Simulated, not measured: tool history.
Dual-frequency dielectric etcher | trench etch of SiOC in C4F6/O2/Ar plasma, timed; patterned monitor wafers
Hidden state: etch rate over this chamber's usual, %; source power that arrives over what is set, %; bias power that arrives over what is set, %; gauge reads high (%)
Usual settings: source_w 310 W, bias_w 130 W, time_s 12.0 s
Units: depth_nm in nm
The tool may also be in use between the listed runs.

run,hour,source_w,bias_w,time_s,wafers since the last listed run,hours since the last wet clean,hours since the last source power generator calibration,hours since the last bias power generator calibration,hours since the last upper electrode change,hours since the gauge calibration,"read-back reference wafer on the same gauge, depth_nm",depth_nm
1,0.0,280,130,12.0,0,136.0,311.7,1006.0,3857.2,1349.1,18.79,20.73
# hour 38.6: gauge calibrated
2,105.5,310,141,12.0,2452,241.5,417.2,1111.5,3962.7,66.9,18.79,22.05
3,177.7,310,141,12.0,1678,313.7,489.4,1183.7,4034.9,139.1,18.85,22.26
4,226.7,310,141,12.0,1138,362.7,538.4,1232.7,4083.9,188.1,18.84,22.54
# hour 335.7: wet clean of the chamber
5,336.2,310,150,12.0,1987,0.5,647.9,1342.2,4193.4,297.6,18.84,22.08
6,421.9,310,150,12.0,1992,86.2,733.6,1427.9,4279.1,383.3,18.83,22.13
7,498.4,310,150,12.0,1778,162.7,810.1,1504.4,4355.6,459.8,18.85,22.58
8,589.8,310,147,12.0,2124,254.1,901.5,1595.8,4447.0,551.2,18.80,22.44
9,712.7,310,147,12.0,2856,377.0,1024.4,1718.7,4569.9,674.1,18.87,22.66
10,789.3,310,147,12.0,1780,453.6,1101.0,1795.3,4646.5,750.7,18.76,22.58
# hour 824.3: wet clean of the chamber
# hour 865.7: bias power generator calibrated
11,895.7,290,130,12.0,1822,71.4,1207.4,30.0,4752.9,857.1,18.78,20.88
12,961.6,310,130,12.0,1531,137.3,1273.3,95.9,4818.8,923.0,18.78,21.45
# hour 996.5: upper electrode replaced
13,1004.6,310,130,12.0,441,180.3,1316.3,138.9,8.1,966.0,18.83,21.56
14,1107.4,310,130,12.0,2389,283.1,1419.1,241.7,110.9,1068.8,18.83,21.77
15,1150.9,270,159,11.0,1011,326.6,1462.6,285.2,154.4,1112.3,18.72,20.08
# hour 1168.3: gauge calibrated
16,1253.7,280,130,12.0,2389,429.4,1565.4,388.0,257.2,85.4,18.86,21.40
# hour 1337.4: wet clean of the chamber
17,1337.9,310,130,12.0,1399,0.5,1649.6,472.2,341.4,169.6,18.82,21.31
18,1386.4,310,114,10.0,1127,49.0,1698.1,520.7,389.9,218.1,18.80,17.48
19,1486.8,310,105,9.5,2333,149.4,1798.5,621.1,490.3,318.5,18.78,16.52
# hour 1561.2: source power generator calibrated
20,1561.6,330,130,9.5,1645,224.2,0.4,695.9,565.1,393.3,18.77,17.50
21,1791.4,270,151,9.0,5341,454.0,230.2,925.7,794.9,623.1,18.79,16.22
22,1849.0,340,157,12.0,1338,511.6,287.8,983.3,852.5,680.7,18.77,24.05
# hour 1876.5: wet clean of the chamber
23,1982.0,310,150,12.0,2533,105.5,420.8,1116.3,985.5,813.7,18.82,22.45
24,2083.1,380,130,12.0,2350,206.6,521.9,1217.4,1086.6,914.8,18.79,23.15
25,2145.7,310,130,12.0,1455,269.2,584.5,1280.0,1149.2,977.4,18.76,21.87
26,2242.4,280,117,12.0,2247,365.9,681.2,1376.7,1245.9,1074.1,18.80,20.97
27,2283.0,250,143,13.0,943,406.5,721.8,1417.3,1286.5,1114.7,18.80,22.90
# hour 2345.5: wet clean of the chamber
28,2346.0,310,139,12.0,906,0.5,784.8,1480.3,1349.5,1177.7,18.80,21.74
29,2425.2,280,121,15.0,1840,79.7,864.0,1559.5,1428.7,1256.9,18.79,25.76

3 ways to go on from here, each from the tool as it stands after run 29. What would each give?
A,2425.6,310,130,12.0,9,80.1,864.4,1559.9,1429.1,1257.3,?,?
B,2425.6,330,160,12.0,9,80.1,864.4,1559.9,1429.1,1257.3,?,?
C,2425.6,350,138,10.0,9,80.1,864.4,1559.9,1429.1,1257.3,?,?

run,"read-back reference wafer on the same gauge, depth_nm",depth_nm
A,18.83,21.36
B,18.83,22.84
C,18.83,18.74
Without the tool's hidden state the same runs would have given:
run,depth_nm
A,21.27
B,22.74
C,18.66
